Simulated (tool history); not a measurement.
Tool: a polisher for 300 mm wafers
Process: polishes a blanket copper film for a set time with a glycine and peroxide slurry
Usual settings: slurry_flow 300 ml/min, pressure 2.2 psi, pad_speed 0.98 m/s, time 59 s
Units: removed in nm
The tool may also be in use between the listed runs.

run     day  slurry_flow  pressure  pad_speed  time  wafers since the last listed run  wafers polished on this pad  hours since the slurry nozzle was cleaned  hours since the head pressure was calibrated  incoming thickness of the incoming film, nm  removed
  1       0          300       2.2       0.98    59                                 0                         1412                                      534.9                                         294.8                                       2172.9    219.4
  2   2.692          300       2.2       0.98    59                               953                         2366                                      599.5                                         359.4                                       2175.1    217.7
  3   5.983          300       2.2       0.98    59                              1166                         3532                                      678.5                                         438.4                                       2222.1    214.9
      7.129  -- slurry nozzle cleaned
       7.55  -- worn pad replaced by a new one
  4  10.229          300       2.2       0.98    70                              1430                          950                                       74.4                                         540.3                                         2181      265
  5  12.083          230       2.2       0.98    59                               657                         1607                                      118.9                                         584.8                                       2185.2    207.4
  6  16.479          230       2.2       0.98    59                              1557                         3165                                      224.4                                         690.3                                       2144.2    206.1
  7  18.154          300       2.2       0.98    59                               593                         3758                                      264.6                                         730.5                                       2196.8    208.4
     19.742  -- worn pad replaced by a new one
  8  20.979          300       2.2       0.98    59                               942                          438                                      332.4                                         798.3                                       2185.8    223.2
  9   25.15          300       2.2       0.98    59                              1478                         1916                                      432.5                                         898.4                                       2176.2    211.9
 10  27.608          240       2.2       0.98    68                               871                         2787                                      491.5                                         957.4                                       2166.7    244.6
     29.725  -- head pressure recalibrated
     31.088  -- worn pad replaced by a new one
 11  31.633          205       2.2       0.98    77                              1337                          194                                      588.1                                          45.8                                       2209.5    295.3
 12  35.792          300       2.8       0.98    72                              1473                         1667                                      687.9                                         145.6                                       2161.9    308.4
     39.671  -- slurry nozzle cleaned
 13  39.829          230       2.7        0.9    45                              1416                         3083                                        3.8                                         242.5                                       2195.3    165.9
     41.212  -- worn pad replaced by a new one
 14  42.971          245       2.7        1.2    53                              1054                          623                                       79.2                                         317.9                                       2184.3    250.5
 15    46.6          300       2.2        0.8    50                              1286                         1909                                      166.3                                           405                                       2174.8    159.1
 16  49.567          300       2.2       0.72    59                              1051                         2960                                      237.5                                         476.2                                       2199.3    173.9
 17  51.304          300       2.2       0.98    59                               615                         3576                                      279.2                                         517.9                                       2203.4    205.4
     53.608  -- worn pad replaced by a new one
 18  53.954          300       2.2       0.98    59                               880                          122                                      342.8                                         581.5                                       2198.6    235.5

Forecast each of these 4 alternatives for the next run:
  A  53.971          300       2.2       0.98    59                                 5                          128                                      343.2                                         581.9                                       2189.9        ?
  B  53.971          300       1.9       0.98    59                                 5                          128                                      343.2                                         581.9                                       2189.9        ?
  C  53.971          300       1.8       0.98    47                                 5                          128                                      343.2                                         581.9                                       2189.9        ?
  D  53.971          200       2.7       1.22    38                                 5                          128                                      343.2                                         581.9                                       2189.9        ?

run  removed
  A    232.3
  B    217.4
  C    169.2
  D    185.5
Without the tool's hidden state the same runs would have given:
run  removed
  A    240.9
  B    225.4
  C    175.5
  D    192.3
